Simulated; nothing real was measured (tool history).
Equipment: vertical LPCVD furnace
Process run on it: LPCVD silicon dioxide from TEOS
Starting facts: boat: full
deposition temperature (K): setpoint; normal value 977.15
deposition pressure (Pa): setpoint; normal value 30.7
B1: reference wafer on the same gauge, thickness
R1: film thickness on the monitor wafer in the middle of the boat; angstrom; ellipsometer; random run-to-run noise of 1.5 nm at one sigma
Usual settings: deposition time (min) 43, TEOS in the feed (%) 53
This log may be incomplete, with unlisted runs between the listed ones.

run 1 day=0 | deposition_temperature_(K)=977.15 deposition_pressure_(Pa)=34 deposition_time_(min)=43 TEOS_in_the_feed_(%)=53 | B1=302.65 | R1=2814
run 2 day=5.054 | deposition_temperature_(K)=977.15 deposition_pressure_(Pa)=34 deposition_time_(min)=43 TEOS_in_the_feed_(%)=53 | B1=302.91 | R1=2813.5
run 3 day=6.642 | deposition_temperature_(K)=977.15 deposition_pressure_(Pa)=30.7 deposition_time_(min)=43 TEOS_in_the_feed_(%)=57 | B1=303.1 | R1=2768.9
run 4 day=8.025 | deposition_temperature_(K)=977.15 deposition_pressure_(Pa)=30.7 deposition_time_(min)=43 TEOS_in_the_feed_(%)=53 | B1=302.65 | R1=2717.6
run 5 day=10.304 | deposition_temperature_(K)=977.15 deposition_pressure_(Pa)=30.7 deposition_time_(min)=43 TEOS_in_the_feed_(%)=60 | B1=303.03 | R1=2870.7
run 6 day=12.929 | deposition_temperature_(K)=977.15 deposition_pressure_(Pa)=30.7 deposition_time_(min)=43 TEOS_in_the_feed_(%)=60 | B1=302.93 | R1=2897.3
run 7 day=15.692 | deposition_temperature_(K)=977.15 deposition_pressure_(Pa)=30.7 deposition_time_(min)=43 TEOS_in_the_feed_(%)=60 | B1=302.69 | R1=2924.5
run 8 day=17.133 | deposition_temperature_(K)=977.15 deposition_pressure_(Pa)=30.7 deposition_time_(min)=43 TEOS_in_the_feed_(%)=53 | B1=302.77 | R1=2719.2
run 9 day=19.021 | deposition_temperature_(K)=977.15 deposition_pressure_(Pa)=30.7 deposition_time_(min)=43 TEOS_in_the_feed_(%)=53 | B1=302.99 | R1=2752.1
run 10 day=20.092 | deposition_temperature_(K)=977.15 deposition_pressure_(Pa)=30.7 deposition_time_(min)=43 TEOS_in_the_feed_(%)=53 | B1=303.19 | R1=2742.4
run 11 day=21.775 | deposition_temperature_(K)=977.15 deposition_pressure_(Pa)=30.7 deposition_time_(min)=43 TEOS_in_the_feed_(%)=53 | B1=303.17 | R1=2755.1
run 12 day=24.229 | deposition_temperature_(K)=977.15 deposition_pressure_(Pa)=30.7 deposition_time_(min)=43 TEOS_in_the_feed_(%)=53 | B1=303.09 | R1=2776.9
run 13 day=26.762 | deposition_temperature_(K)=977.15 deposition_pressure_(Pa)=30.7 deposition_time_(min)=43 TEOS_in_the_feed_(%)=53 | B1=303.06 | R1=2779.6
run 14 day=29.108 | deposition_temperature_(K)=969.15 deposition_pressure_(Pa)=30.7 deposition_time_(min)=43 TEOS_in_the_feed_(%)=53 | B1=302.82 | R1=2323.9
run 15 day=31.85 | deposition_temperature_(K)=977.15 deposition_pressure_(Pa)=30.7 deposition_time_(min)=43 TEOS_in_the_feed_(%)=59 | B1=303.08 | R1=2963.2
run 16 day=33.712 | deposition_temperature_(K)=977.15 deposition_pressure_(Pa)=30.7 deposition_time_(min)=26.5 TEOS_in_the_feed_(%)=53 | B1=302.84 | R1=1734.1
-- day=34.742 pressure gauge zeroed
run 17 day=36.054 | deposition_temperature_(K)=977.15 deposition_pressure_(Pa)=23.3 deposition_time_(min)=43 TEOS_in_the_feed_(%)=53 | B1=302.64 | R1=2438.4
-- day=39.025 thermocouples replaced and temperature profile calibrated
-- day=39.725 TEOS flow controller replaced
run 18 day=39.746 | deposition_temperature_(K)=977.15 deposition_pressure_(Pa)=30.7 deposition_time_(min)=43 TEOS_in_the_feed_(%)=53 | B1=303.33 | R1=2589.8
run 19 day=40.367 | deposition_temperature_(K)=970.15 deposition_pressure_(Pa)=28.7 deposition_time_(min)=59 TEOS_in_the_feed_(%)=48 | B1=303.09 | R1=2797.8
run 20 day=41.883 | deposition_temperature_(K)=985.15 deposition_pressure_(Pa)=33.3 deposition_time_(min)=33.5 TEOS_in_the_feed_(%)=62 | B1=302.99 | R1=2737.5
run 21 day=50.425 | deposition_temperature_(K)=971.15 deposition_pressure_(Pa)=30.7 deposition_time_(min)=43 TEOS_in_the_feed_(%)=53 | B1=302.96 | R1=2263.7
-- day=51.629 gauge calibrated
run 22 day=52.408 | deposition_temperature_(K)=977.15 deposition_pressure_(Pa)=26 deposition_time_(min)=52 TEOS_in_the_feed_(%)=57 | B1=303.5 | R1=3007.9
run 23 day=54.483 | deposition_temperature_(K)=977.15 deposition_pressure_(Pa)=30.7 deposition_time_(min)=43 TEOS_in_the_feed_(%)=53 | B1=302.91 | R1=2565.9
run 24 day=56.854 | deposition_temperature_(K)=977.15 deposition_pressure_(Pa)=26.7 deposition_time_(min)=53.5 TEOS_in_the_feed_(%)=53 | B1=303.45 | R1=3048.3
run 25 day=58.146 | deposition_temperature_(K)=984.15 deposition_pressure_(Pa)=25.3 deposition_time_(min)=43 TEOS_in_the_feed_(%)=53 | B1=303.16 | R1=2787.2
run 26 day=60.658 | deposition_temperature_(K)=977.15 deposition_pressure_(Pa)=24 deposition_time_(min)=54 TEOS_in_the_feed_(%)=53 | B1=303.1 | R1=2908.1
run 27 day=63.158 | deposition_temperature_(K)=967.15 deposition_pressure_(Pa)=30.7 deposition_time_(min)=28 TEOS_in_the_feed_(%)=49 | B1=303.37 | R1=1298.1
run 28 day=69.554 | deposition_temperature_(K)=977.15 deposition_pressure_(Pa)=36 deposition_time_(min)=33.5 TEOS_in_the_feed_(%)=49 | B1=302.88 | R1=2130.7

Below are 4 alternative next runs, each starting from the tool's condition after run 28. Predict each:
run A day=69.725 | deposition_temperature_(K)=977.15 deposition_pressure_(Pa)=30.7 deposition_time_(min)=43 TEOS_in_the_feed_(%)=58 | B1=? | R1=?
run B day=69.725 | deposition_temperature_(K)=973.15 deposition_pressure_(Pa)=36.7 deposition_time_(min)=43 TEOS_in_the_feed_(%)=53 | B1=? | R1=?
run C day=69.725 | deposition_temperature_(K)=969.15 deposition_pressure_(Pa)=25.3 deposition_time_(min)=57 TEOS_in_the_feed_(%)=62 | B1=? | R1=?
run D day=69.725 | deposition_temperature_(K)=977.15 deposition_pressure_(Pa)=23.3 deposition_time_(min)=43 TEOS_in_the_feed_(%)=62 | B1=? | R1=?

run=A B1=302.94 R1=2749
run=B B1=302.94 R1=2619.7
run=C B1=302.94 R1=2844
run=D B1=302.94 R1=2479.2
Had the tool no hidden state, the same runs would have come out as:
run=A R1=2689.2
run=B R1=2562.2
run=C R1=2781.1
run=D R1=2425.3
